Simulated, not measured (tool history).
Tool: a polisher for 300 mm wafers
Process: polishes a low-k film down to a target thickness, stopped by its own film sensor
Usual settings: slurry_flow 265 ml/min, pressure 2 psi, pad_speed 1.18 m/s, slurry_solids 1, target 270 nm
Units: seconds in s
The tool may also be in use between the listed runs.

| run | hour | slurry_flow | pressure | pad_speed | slurry_solids | target | wafers since the last listed run | wafers polished on this pad | hours since the slurry nozzle was cleaned | hours since the head pressure was calibrated | hours since the slurry blender was calibrated | hours since the conditioning disc was replaced | incoming thickness of the incoming film, nm | seconds |
|---|---|---|---|---|---|---|---|---|---|---|---|---|---|---|
| 1 | 0 | 265 | 2 | 1.18 | 1 | 270 | 0 | 1516 | 340.5 | 184.2 | 366 | 553.9 | 328.9 | 125.3 |
|  | 37.5 | conditioning disc replaced and pad reconditioned |
| 2 | 113.1 | 265 | 2 | 1.18 | 1 | 270 | 761 | 2277 | 453.6 | 297.3 | 479.1 | 75.6 | 331.7 | 134.4 |
| 3 | 184.2 | 265 | 2 | 1.18 | 1.15 | 270 | 487 | 2765 | 524.7 | 368.4 | 550.2 | 146.7 | 329.7 | 119.6 |
|  | 203.3 | slurry blender recalibrated |
|  | 212.1 | slurry nozzle cleaned |
| 4 | 247.5 | 265 | 2 | 1.18 | 1.15 | 270 | 413 | 3178 | 35.4 | 431.7 | 44.2 | 210 | 334.8 | 131.2 |
| 5 | 319.4 | 265 | 2 | 1.18 | 1 | 270 | 492 | 3671 | 107.3 | 503.6 | 116.1 | 281.9 | 326.2 | 118.6 |
|  | 345.5 | worn pad replaced by a new one |
| 6 | 392.6 | 265 | 2 | 1.18 | 1 | 270 | 474 | 322 | 180.5 | 576.8 | 189.3 | 355.1 | 333.8 | 136.7 |
| 7 | 498 | 265 | 2 | 1.18 | 1 | 270 | 722 | 1045 | 285.9 | 682.2 | 294.7 | 460.5 | 332.1 | 135.3 |
|  | 525.2 | head pressure recalibrated |
|  | 587.8 | conditioning disc replaced and pad reconditioned |
| 8 | 588.7 | 265 | 2 | 1.18 | 1 | 270 | 594 | 1639 | 376.6 | 63.5 | 385.4 | 0.9 | 329.7 | 130.6 |
| 9 | 643.8 | 360 | 2 | 1.18 | 1 | 270 | 377 | 2017 | 431.7 | 118.6 | 440.5 | 56 | 324.9 | 113.4 |
| 10 | 732.1 | 330 | 2.4 | 1.18 | 1.2 | 278 | 605 | 2622 | 520 | 206.9 | 528.8 | 144.3 | 336.6 | 96.5 |
|  | 746.7 | slurry blender recalibrated |
|  | 786.6 | slurry nozzle cleaned |
| 11 | 787.5 | 265 | 2.4 | 1.18 | 0.75 | 270 | 359 | 2982 | 0.9 | 262.3 | 40.8 | 199.7 | 332.2 | 130.8 |
|  | 817.9 | worn pad replaced by a new one |
| 12 | 827.9 | 265 | 2 | 1.18 | 1 | 270 | 249 | 68 | 41.3 | 302.7 | 81.2 | 240.1 | 328.2 | 121.4 |
| 13 | 933.2 | 265 | 2 | 1.18 | 1 | 270 | 721 | 790 | 146.6 | 408 | 186.5 | 345.4 | 332.9 | 137.8 |
| 14 | 1015.3 | 265 | 2 | 0.78 | 1 | 276 | 562 | 1353 | 228.7 | 490.1 | 268.6 | 427.5 | 323 | 133.5 |
| 15 | 1065 | 265 | 2 | 1.56 | 1 | 270 | 340 | 1694 | 278.4 | 539.8 | 318.3 | 477.2 | 333.5 | 114 |
|  | 1131.8 | conditioning disc replaced and pad reconditioned |
|  | 1134 | head pressure recalibrated |
| 16 | 1134.5 | 265 | 2 | 1.18 | 1.15 | 270 | 449 | 2143 | 347.9 | 0.5 | 387.8 | 2.7 | 333 | 130.8 |
| 17 | 1216.4 | 310 | 1.5 | 1.18 | 1 | 270 | 561 | 2704 | 429.8 | 82.4 | 469.7 | 84.6 | 327.1 | 163 |
|  | 1267 | slurry blender recalibrated |
| 18 | 1277.7 | 265 | 2 | 1.18 | 1 | 270 | 406 | 3111 | 491.1 | 143.7 | 10.7 | 145.9 | 334.1 | 138.4 |
|  | 1344.3 | slurry nozzle cleaned |
|  | 1346.9 | worn pad replaced by a new one |
| 19 | 1355.5 | 265 | 2 | 1.18 | 1 | 270 | 508 | 58 | 11.2 | 221.5 | 88.5 | 223.7 | 325.9 | 118.5 |
| 20 | 1455.9 | 350 | 2 | 1.18 | 1 | 259 | 688 | 746 | 111.6 | 321.9 | 188.9 | 324.1 | 329.2 | 145.1 |
| 21 | 1547.9 | 265 | 2 | 1.18 | 1.3 | 270 | 630 | 1377 | 203.6 | 413.9 | 280.9 | 416.1 | 330.1 | 117.1 |
|  | 1589 | conditioning disc replaced and pad reconditioned |
| 22 | 1589.6 | 265 | 2 | 1.18 | 1 | 270 | 272 | 1649 | 245.3 | 455.6 | 322.6 | 0.6 | 331.3 | 134.5 |
| 23 | 1634 | 265 | 2.5 | 1.02 | 1 | 261 | 304 | 1954 | 289.7 | 500 | 367 | 45 | 329.2 | 133.4 |
| 24 | 1707.4 | 175 | 1.4 | 1.18 | 1.3 | 286 | 503 | 2457 | 363.1 | 573.4 | 440.4 | 118.4 | 328.8 | 120.9 |
|  | 1717.4 | head pressure recalibrated |
| 25 | 1776.8 | 235 | 2 | 1.18 | 1 | 270 | 462 | 2919 | 432.5 | 59.4 | 509.8 | 187.8 | 329.7 | 134 |
|  | 1789.7 | slurry blender recalibrated |
|  | 1843.9 | worn pad replaced by a new one |
| 26 | 1853.1 | 220 | 2 | 0.84 | 1 | 270 | 481 | 62 | 508.8 | 135.7 | 63.4 | 264.1 | 329.4 | 164 |

Forecast each of these 3 alternatives for the next run:
| A | 1853.6 | 265 | 2 | 0.88 | 1 | 270 | 3 | 66 | 509.3 | 136.2 | 63.9 | 264.6 | 333.8 | ? |
| B | 1853.6 | 180 | 2 | 1.18 | 1.3 | 270 | 3 | 66 | 509.3 | 136.2 | 63.9 | 264.6 | 333.8 | ? |
| C | 1853.6 | 265 | 2.6 | 1.18 | 0.85 | 257 | 3 | 66 | 509.3 | 136.2 | 63.9 | 264.6 | 333.8 | ? |

| run | seconds |
|---|---|
| A | 165.7 |
| B | 126 |
| C | 137.4 |
Without the tool's hidden state the same runs would have given:
| run | seconds |
|---|---|
| A | 165.7 |
| B | 126 |
| C | 137.4 |
